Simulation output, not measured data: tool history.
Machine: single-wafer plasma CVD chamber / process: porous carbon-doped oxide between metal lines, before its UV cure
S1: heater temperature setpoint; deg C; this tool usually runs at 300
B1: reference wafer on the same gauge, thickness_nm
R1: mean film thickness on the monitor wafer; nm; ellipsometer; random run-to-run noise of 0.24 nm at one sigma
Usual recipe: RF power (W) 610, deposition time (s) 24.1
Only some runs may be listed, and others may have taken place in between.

Run 1, day 0.000: usual settings but S1 304 deg C, RF power (W) 575; B1 171.983. Result: R1 134.369 nm.
Run 2, day 1.921: usual settings but S1 304 deg C, RF power (W) 575; B1 172.030. Result: R1 134.304 nm.
Run 3, day 2.646: usual settings but RF power (W) 550; B1 172.020. Result: R1 131.966 nm.
Run 4, day 3.029: usual settings but RF power (W) 550; B1 171.997. Result: R1 131.846 nm.
At day 3.638: thermocouple changed; heater temperature recalibrated.
Run 5, day 3.658: usual settings but RF power (W) 550; B1 172.035. Result: R1 131.833 nm.
Run 6, day 3.979: usual settings; B1 172.042. Result: R1 145.381 nm.
At day 4.654: gauge calibrated.
Run 7, day 4.667: usual settings; B1 171.982. Result: R1 145.977 nm.
Run 8, day 5.025: usual settings; B1 172.001. Result: R1 145.754 nm.
Run 9, day 5.325: usual settings but S1 303 deg C; B1 171.980. Result: R1 142.607 nm.
At day 6.346: RF generator calibrated.
Run 10, day 6.367: usual settings but RF power (W) 540; B1 171.972. Result: R1 139.808 nm.
Run 11, day 6.792: usual settings but S1 303 deg C; B1 171.969. Result: R1 153.536 nm.
Run 12, day 7.167: usual settings but S1 304 deg C, RF power (W) 700, deposition time (s) 28.9; B1 172.045. Result: R1 204.572 nm.
Run 13, day 7.583: usual settings but deposition time (s) 27.9; B1 171.973. Result: R1 179.857 nm.
At day 7.988: showerhead replaced.
Run 14, day 8.150: usual settings but S1 290 deg C, RF power (W) 580, deposition time (s) 28.2; B1 172.004. Result: R1 185.260 nm.
Run 15, day 8.967: usual settings; B1 172.055. Result: R1 155.307 nm.
Run 16, day 9.638: usual settings but S1 315 deg C, RF power (W) 565, deposition time (s) 20.9; B1 172.023. Result: R1 115.039 nm.
Run 17, day 10.046: usual settings but S1 315 deg C, RF power (W) 565, deposition time (s) 20.9; B1 172.015. Result: R1 114.919 nm.
Run 18, day 10.671: usual settings; B1 172.011. Result: R1 155.202 nm.
Run 19, day 10.975: usual settings but S1 288 deg C; B1 171.978. Result: R1 168.097 nm.
Run 20, day 11.550: usual settings but deposition time (s) 27.2; B1 172.044. Result: R1 174.064 nm.
Run 21, day 12.062: usual settings but S1 309 deg C; B1 171.970. Result: R1 145.721 nm.

Each row is a separate what-if for the run after 21, all from the same tool condition, not one after another. Results?
Run A, day 12.079: usual settings but RF power (W) 645; B1 ?. Result: R1 ?.
Run B, day 12.079: usual settings but RF power (W) 660; B1 ?. Result: R1 ?.
Run C, day 12.079: usual settings but S1 306 deg C, RF power (W) 505, deposition time (s) 28.4; B1 ?. Result: R1 ?.

run       B1       R1
  A  171.978  162.425
  B  171.978  165.707
  C  171.978  145.565
The same runs, with their run-to-run variation unchanged, on a tool lacking any hidden condition would have given:
run       R1
  A  164.738
  B  168.050
  C  147.735

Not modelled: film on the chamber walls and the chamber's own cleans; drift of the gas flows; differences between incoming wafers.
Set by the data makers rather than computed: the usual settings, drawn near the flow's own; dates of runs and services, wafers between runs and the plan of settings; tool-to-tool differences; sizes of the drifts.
